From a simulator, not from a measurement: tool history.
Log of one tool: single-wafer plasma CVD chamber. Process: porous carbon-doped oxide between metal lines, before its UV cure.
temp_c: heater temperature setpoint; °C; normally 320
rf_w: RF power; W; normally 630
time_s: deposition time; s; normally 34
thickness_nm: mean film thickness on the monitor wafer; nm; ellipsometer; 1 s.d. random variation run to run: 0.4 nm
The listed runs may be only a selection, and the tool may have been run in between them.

run	hour	temp_c	rf_w	time_s	read-back reference wafer on the same gauge, thickness_nm	thickness_nm
1	0	320	630	34	201.881	185.756
2	31.9	320	630	34	202.241	185.277
3	47.1	320	630	34	202.062	184.977
4	79.6	320	630	34	201.865	184.875
5	108.4	320	630	34	202.058	183.617
6	140.4	320	630	34	201.949	183.855
7	163	309	630	34	202.064	193.017
# hour 175.2: RF generator calibrated
8	177.1	309	630	34	202.022	200.934
# hour 193.7: gauge calibrated
9	201.9	320	630	32.1	202.045	180.546
10	226.8	320	630	34	201.881	190.304
11	253.6	320	630	34	202.008	189.903
# hour 263.2: showerhead replaced
# hour 272.3: thermocouple changed; heater temperature recalibrated
12	286.7	305	515	30.6	202.09	157.756
13	316.1	328	575	28.4	201.842	144.216
14	347.6	308	720	34	201.731	222.115
15	382.1	316	630	32.1	201.966	182.576
16	416.2	320	630	34	202.004	189.917
17	433.7	325	720	36.1	202.065	217.122
18	453.5	309	670	28.2	201.959	174.84
19	486.3	309	535	38.1	202.126	197.192
20	517.7	320	630	34	201.956	189.738

Each row is a separate what-if for the run after 20, all from the same tool condition, not one after another. Results?
A	518.1	320	630	34	?	?
B	518.1	320	570	34	?	?
C	518.1	325	550	34	?	?
D	518.1	320	530	34	?	?
E	518.1	328	630	34	?	?

run	read-back reference wafer on the same gauge, thickness_nm	thickness_nm
A	201.805	189.553
B	201.805	175.762
C	201.805	167.265
D	201.805	166.055
E	201.805	183.089
With no hidden state in the tool, these same runs would have given:
run	thickness_nm
A	191.593
B	177.653
C	169.102
D	167.88
E	185.059
